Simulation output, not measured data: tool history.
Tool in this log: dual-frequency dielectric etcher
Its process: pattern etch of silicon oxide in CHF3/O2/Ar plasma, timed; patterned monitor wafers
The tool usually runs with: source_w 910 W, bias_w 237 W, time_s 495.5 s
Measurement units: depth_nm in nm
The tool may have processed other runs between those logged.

run    hour  source_w  bias_w  time_s  read-back reference wafer on the same gauge, depth_nm  depth_nm
  1     0.0      1070     267   495.5                                                 1068.9    1418.1
  2    38.5      1070     267   495.5                                                 1070.0    1416.2
      150.4  -- wet clean of the chamber
  3   150.9       910     237   427.0                                                 1070.2    1104.4
  4   185.8       910     237   427.0                                                 1070.1    1102.2
  5   215.3       910     237   427.0                                                 1070.0    1107.3
  6   255.0       910     237   495.5                                                 1070.4    1280.8
  7   323.0       910     237   495.5                                                 1070.3    1276.7
  8   347.9       910     237   495.5                                                 1071.0    1285.4
  9   395.5       910     208   495.5                                                 1069.8    1205.3
      407.5  -- bias power generator calibrated
 10   428.1       910     208   495.5                                                 1069.8    1205.9
      499.3  -- upper electrode replaced, of another model than before
 11   499.8       910     237   427.0                                                 1069.6    1100.0
 12   524.3       800     188   495.5                                                 1070.2    1168.0
      549.9  -- wet clean of the chamber
 13   580.2      1140     183   565.0                                                 1069.4    1406.6
 14   618.1       910     237   495.5                                                 1070.4    1282.2
 15   676.8      1000     237   495.5                                                 1070.0    1305.6
 16   703.3       910     237   495.5                                                 1070.8    1279.9
      713.5  -- gauge calibrated
      741.4  -- source power generator calibrated
 17   748.7       910     185   495.5                                                 1069.9    1196.8
 18   799.2      1030     237   495.5                                                 1069.8    1324.5
 19   842.3      1010     194   416.5                                                 1070.3    1037.6
 20   886.3      1100     277   495.5                                                 1070.6    1409.4
 21   930.1      1050     237   495.5                                                 1069.2    1326.6
      981.7  -- wet clean of the chamber
 22   989.3      1060     237   389.5                                                 1070.2    1041.4
 23  1032.9       910     278   415.0                                                 1070.5    1139.3
 24  1176.8       910     185   586.0                                                 1069.1    1409.6
 25  1241.7       910     237   495.5                                                 1070.0    1292.2
 26  1269.9       990     283   377.5                                                 1070.8    1061.0
 27  1296.0       820     269   451.5                                                 1070.0    1204.0
     1385.6  -- wet clean of the chamber
 28  1437.1       910     237   495.5                                                 1071.0    1296.5
 29  1490.7      1080     209   592.5                                                 1069.8    1525.5
 30  1559.2      1020     274   495.5                                                 1069.4    1383.7

Run-by-run hidden state of the tool:
etch rate over this chamber's usual, %: 0 in every run
bias power that arrives over what is set, %: 0 in every run
gauge reads high (%): 0 in every run
H1: source power that arrives over what is set, %
run     H1
  1  -2.39
  2  -2.47
  3  -2.72
  4   -2.8
  5  -2.87
  6  -2.96
  7  -3.13
  8  -3.19
  9  -3.31
 10  -3.39
 11  -3.58
 12  -3.64
 13   -3.8
 14   -3.9
 15  -4.07
 16  -4.15
 17  0.976
 18  0.974
 19   0.97
 20  0.964
 21  0.955
 22   0.94
 23  0.926
 24  0.865
 25  0.829
 26  0.812
 27  0.796
 28  0.692
 29  0.647
 30  0.584
